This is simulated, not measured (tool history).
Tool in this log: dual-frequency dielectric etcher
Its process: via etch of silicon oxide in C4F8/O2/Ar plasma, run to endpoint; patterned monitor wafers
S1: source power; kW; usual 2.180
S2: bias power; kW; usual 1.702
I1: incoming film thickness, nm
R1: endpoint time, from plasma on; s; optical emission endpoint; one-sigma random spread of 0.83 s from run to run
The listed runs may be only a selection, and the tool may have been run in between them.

run   hour     S1     S2      I1     R1
  1    0.0  1.960  1.702  1431.2  312.3
  2    8.7  1.960  1.702  1417.6  307.4
  3   26.1  1.960  1.702  1406.0  306.5
  4   33.1  2.180  1.451  1399.5  292.5
  5   40.6  2.180  1.451  1413.4  294.7
  6   56.4  2.180  1.451  1423.7  298.5
  7   67.3  2.180  1.702  1415.9  288.5
  8   84.6  2.180  1.702  1428.7  291.2
     109.0  -- upper electrode replaced
  9  109.5  2.180  1.702  1403.7  288.3
 10  112.0  2.180  1.702  1425.7  291.6
 11  128.8  2.180  1.702  1410.2  290.4
 12  140.2  2.180  1.702  1414.3  292.3
     148.1  -- source power generator calibrated
 13  150.6  2.180  1.890  1425.2  290.1
     176.3  -- bias power generator calibrated
     184.1  -- wet clean of the chamber
 14  184.6  2.180  1.346  1406.8  283.1
 15  185.0  2.180  1.702  1417.3  276.4
 16  185.3  2.350  1.911  1425.9  261.9
 17  190.6  1.770  1.959  1426.0  311.9
 18  202.5  2.180  2.121  1426.6  269.8
 19  214.2  2.180  1.518  1417.9  281.0
 20  230.1  2.540  2.026  1429.4  249.2
 21  241.4  1.780  2.122  1398.3  302.2
 22  253.2  2.180  1.702  1436.3  280.4
 23  265.6  2.180  2.121  1399.1  267.0

For each run, the measured value with the value that run would have given without the tool's hidden condition subtracted. The run-to-run variation is shared by both, the gauge scatter possibly not:
Hidden state at play: etch rate over this chamber's usual, %; source power that arrives over what is set, %; bias power that arrives over what is set, %.
run     R1
  1  +11.2
  2  +11.3
  3  +11.8
  4  +11.5
  5  +11.8
  6  +12.5
  7  +12.4
  8  +13.1
  9  +13.7
 10  +13.9
 11  +14.4
 12  +14.9
 13  +15.1
 14   -1.6
 15   -1.5
 16   -1.4
 17   -1.5
 18   -1.0
 19   -0.7
 20   -0.2
 21   +0.1
 22   +0.6
 23   +0.8

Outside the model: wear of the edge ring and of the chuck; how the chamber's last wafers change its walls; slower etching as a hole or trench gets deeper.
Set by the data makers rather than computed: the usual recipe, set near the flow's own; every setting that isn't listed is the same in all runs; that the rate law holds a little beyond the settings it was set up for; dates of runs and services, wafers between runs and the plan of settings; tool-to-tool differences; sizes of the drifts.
